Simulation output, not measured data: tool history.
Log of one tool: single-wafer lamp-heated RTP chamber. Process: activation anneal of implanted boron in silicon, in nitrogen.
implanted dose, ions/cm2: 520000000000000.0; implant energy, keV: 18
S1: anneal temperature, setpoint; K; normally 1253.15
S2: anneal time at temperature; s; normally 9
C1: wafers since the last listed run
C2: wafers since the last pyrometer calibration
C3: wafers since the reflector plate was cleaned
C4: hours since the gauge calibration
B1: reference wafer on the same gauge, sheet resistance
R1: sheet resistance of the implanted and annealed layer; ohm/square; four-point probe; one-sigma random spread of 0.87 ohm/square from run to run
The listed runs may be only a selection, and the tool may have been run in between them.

Run 1, hour 0.0: usual settings; C1 0; C2 1282; C3 963; C4 438.9; B1 201.93. Result: R1 227.95 ohm/square.
Run 2, hour 22.6: usual settings but S1 1272.15 K, S2 13 s; C1 453; C2 1735; C3 1417; C4 461.5; B1 201.92. Result: R1 216.75 ohm/square.
Run 3, hour 62.8: usual settings but S1 1267.15 K; C1 806; C2 2542; C3 2223; C4 501.7; B1 202.01. Result: R1 217.33 ohm/square.
At hour 65.2: gauge calibrated.
Run 4, hour 107.6: usual settings but S1 1267.15 K; C1 898; C2 3440; C3 3121; C4 42.4; B1 202.10. Result: R1 217.64 ohm/square.
Run 5, hour 134.0: usual settings; C1 529; C2 3969; C3 3650; C4 68.8; B1 201.79. Result: R1 220.96 ohm/square.
At hour 155.6: pyrometer window cleaned and pyrometer calibrated.
At hour 159.3: reflector plate cleaned.
Run 6, hour 159.8: usual settings; C1 281; C2 9; C3 9; C4 94.6; B1 201.96. Result: R1 231.33 ohm/square.
Run 7, hour 172.0: usual settings; C1 244; C2 254; C3 254; C4 106.8; B1 202.01. Result: R1 231.00 ohm/square.
Run 8, hour 188.4: usual settings; C1 328; C2 583; C3 583; C4 123.2; B1 201.97. Result: R1 229.57 ohm/square.
Run 9, hour 206.0: usual settings but S1 1276.15 K; C1 352; C2 936; C3 936; C4 140.8; B1 202.28. Result: R1 217.66 ohm/square.
Run 10, hour 223.8: usual settings but S1 1276.15 K; C1 356; C2 1292; C3 1292; C4 158.6; B1 202.23. Result: R1 216.25 ohm/square.
Run 11, hour 251.1: usual settings but S1 1276.15 K; C1 547; C2 1840; C3 1840; C4 185.9; B1 202.01. Result: R1 217.17 ohm/square.
Run 12, hour 270.0: usual settings but S1 1244.15 K; C1 378; C2 2219; C3 2219; C4 204.8; B1 201.93. Result: R1 230.19 ohm/square.
Run 13, hour 286.9: usual settings; C1 338; C2 2558; C3 2558; C4 221.7; B1 202.02. Result: R1 223.29 ohm/square.
Run 14, hour 308.5: usual settings; C1 433; C2 2991; C3 2991; C4 243.3; B1 202.07. Result: R1 222.80 ohm/square.
Run 15, hour 335.2: usual settings; C1 535; C2 3526; C3 3526; C4 270.0; B1 201.72. Result: R1 221.44 ohm/square.
Run 16, hour 362.7: usual settings but S1 1231.15 K, S2 5 s; C1 551; C2 4078; C3 4078; C4 297.5; B1 201.83. Result: R1 235.01 ohm/square.
At hour 386.5: pyrometer window cleaned and pyrometer calibrated.
At hour 389.4: reflector plate cleaned.
Run 17, hour 456.9: usual settings but S1 1230.15 K, S2 11 s; C1 1669; C2 1353; C3 1353; C4 391.7; B1 201.82. Result: R1 250.13 ohm/square.
Run 18, hour 486.8: usual settings; C1 599; C2 1953; C3 1953; C4 421.6; B1 202.03. Result: R1 226.14 ohm/square.
Run 19, hour 565.1: usual settings but S2 11 s; C1 1570; C2 3523; C3 3523; C4 499.9; B1 201.98. Result: R1 221.30 ohm/square.
At hour 573.3: pyrometer window cleaned and pyrometer calibrated.
At hour 618.6: reflector plate cleaned.
At hour 629.7: gauge calibrated.
Run 20, hour 630.0: usual settings but S1 1239.15 K; C1 980; C2 977; C3 228; C4 0.3; B1 201.94. Result: R1 243.56 ohm/square.
Run 21, hour 645.3: usual settings; C1 306; C2 1283; C3 535; C4 15.6; B1 202.18. Result: R1 227.88 ohm/square.
Run 22, hour 664.0: usual settings but S1 1245.15 K, S2 7 s; C1 374; C2 1658; C3 910; C4 34.3; B1 201.96. Result: R1 233.32 ohm/square.
Run 23, hour 676.6: usual settings but S1 1232.15 K, S2 12 s; C1 252; C2 1911; C3 1163; C4 46.9; B1 202.16. Result: R1 244.35 ohm/square.
Run 24, hour 693.2: usual settings but S1 1272.15 K, S2 13 s; C1 332; C2 2244; C3 1495; C4 63.5; B1 202.12. Result: R1 215.40 ohm/square.
Run 25, hour 707.0: usual settings but S1 1225.15 K, S2 7 s; C1 276; C2 2521; C3 1772; C4 77.3; B1 201.99. Result: R1 255.63 ohm/square.
Run 26, hour 741.1: usual settings but S1 1261.15 K, S2 6 s; C1 683; C2 3204; C3 2456; C4 111.4; B1 201.91. Result: R1 219.24 ohm/square.
Run 27, hour 763.8: usual settings but S1 1259.15 K; C1 455; C2 3660; C3 2911; C4 134.1; B1 201.93. Result: R1 218.64 ohm/square.
At hour 774.9: pyrometer window cleaned and pyrometer calibrated.
Run 28, hour 781.1: usual settings; C1 186; C2 123; C3 3098; C4 151.4; B1 202.08. Result: R1 226.52 ohm/square.
Run 29, hour 805.1: usual settings; C1 481; C2 604; C3 3579; C4 175.4; B1 202.04. Result: R1 225.78 ohm/square.
Run 30, hour 818.9: usual settings but S1 1237.15 K, S2 14 s; C1 276; C2 881; C3 3856; C4 189.2; B1 201.90. Result: R1 235.62 ohm/square.
Run 31, hour 834.9: usual settings but S1 1266.15 K; C1 320; C2 1202; C3 4176; C4 205.2; B1 201.97. Result: R1 220.55 ohm/square.
At hour 857.1: reflector plate cleaned.
Run 32, hour 867.3: usual settings; C1 489; C2 1691; C3 203; C4 237.6; B1 201.90. Result: R1 229.69 ohm/square.
Run 33, hour 898.6: usual settings but S1 1268.15 K, S2 7 s; C1 627; C2 2319; C3 831; C4 268.9; B1 202.01. Result: R1 219.61 ohm/square.
Run 34, hour 929.7: usual settings but S2 6 s; C1 623; C2 2942; C3 1454; C4 300.0; B1 201.85. Result: R1 225.00 ohm/square.
Run 35, hour 952.1: usual settings; C1 449; C2 3392; C3 1904; C4 322.4; B1 201.89. Result: R1 222.54 ohm/square.

Run by run, hidden condition taken away, random variation retained:
The hidden state here: true wafer temperature minus pyrometer reading, K; wafer temperature error from the tarnished reflector plate, K; gauge reads high (%).
run      R1
  1  233.96
  2  219.47
  3  222.36
  4  223.83
  5  234.31
  6  234.15
  7  234.94
  8  234.77
  9  219.76
 10  218.67
 11  220.05
 12  244.40
 13  233.83
 14  234.36
 15  234.18
 16  271.01
 17  267.27
 18  235.02
 19  233.19
 20  250.59
 21  233.36
 22  243.47
 23  261.28
 24  218.62
 25  285.92
 26  227.98
 27  228.31
 28  233.99
 29  233.56
 30  249.20
 31  225.16
 32  234.61
 33  223.79
 34  236.04
 35  234.19

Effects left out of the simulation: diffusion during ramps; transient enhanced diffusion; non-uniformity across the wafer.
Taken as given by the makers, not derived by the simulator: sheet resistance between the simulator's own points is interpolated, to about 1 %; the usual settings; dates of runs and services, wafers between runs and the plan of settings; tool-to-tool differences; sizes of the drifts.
